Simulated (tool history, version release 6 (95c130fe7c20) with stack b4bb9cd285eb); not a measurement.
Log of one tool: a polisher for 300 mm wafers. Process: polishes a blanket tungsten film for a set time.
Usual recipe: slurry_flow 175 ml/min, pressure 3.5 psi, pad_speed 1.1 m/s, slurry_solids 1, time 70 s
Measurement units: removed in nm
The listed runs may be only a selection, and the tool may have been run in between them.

run,hour,slurry_flow,pressure,pad_speed,slurry_solids,time,"incoming thickness of the incoming film, nm",removed
1,0,175,3.5,1.32,1,70,974.9,402.3
2,11.9,175,3.5,1.1,1,70,991.3,347.6
3,21,175,3.5,1.1,1,70,976.6,344.9
4,32.3,175,3.5,1.1,1,70,960,345.2
# hour 42.9: worn pad replaced by a new one
5,43.4,175,3.5,1.1,1,70,977.5,345
# hour 45.1: slurry tank refilled with fresh slurry and peroxide
6,50.5,175,3.5,1.1,1,70,975.8,345.1
7,56.9,175,3.5,1.1,1,70,967,344.3
# hour 64.2: slurry blender recalibrated
8,64.9,175,3.5,1.1,1,70,983.7,341.2
9,79.1,200,3.5,1.1,1,70,978.8,348.6
10,92.7,175,3.5,1.1,1,70,996.8,341.3
11,133.1,175,2.8,1.1,1,70,974.4,293.1
12,145.2,175,3.5,0.8,1,91,982,349.7
# hour 150.7: worn pad replaced by a new one
13,152.1,175,3.5,1.1,1,70,975,338.7
14,160.8,135,3.5,1.1,0.9,70,978.3,310
15,168.7,175,3.5,1.1,1,70,977.7,339
16,180.4,115,4.1,1.1,1,70,963.9,332.5
17,188.6,175,4.1,1.34,0.7,70,962.9,391.6
# hour 192.8: slurry nozzle cleaned
18,206.2,230,3.5,1.1,1.1,62,981,336.1

The next listed run, before its measurement:
# hour 211.1: head pressure recalibrated
# hour 213.9: slurry tank refilled with fresh slurry and peroxide
19,218.5,175,3.5,1.1,1,70,976.3,?

{"run 19": {"removed": 361.9}}
On a tool with no hidden condition, and with the same random variation, this run would have come out at removed 364.1 nm.

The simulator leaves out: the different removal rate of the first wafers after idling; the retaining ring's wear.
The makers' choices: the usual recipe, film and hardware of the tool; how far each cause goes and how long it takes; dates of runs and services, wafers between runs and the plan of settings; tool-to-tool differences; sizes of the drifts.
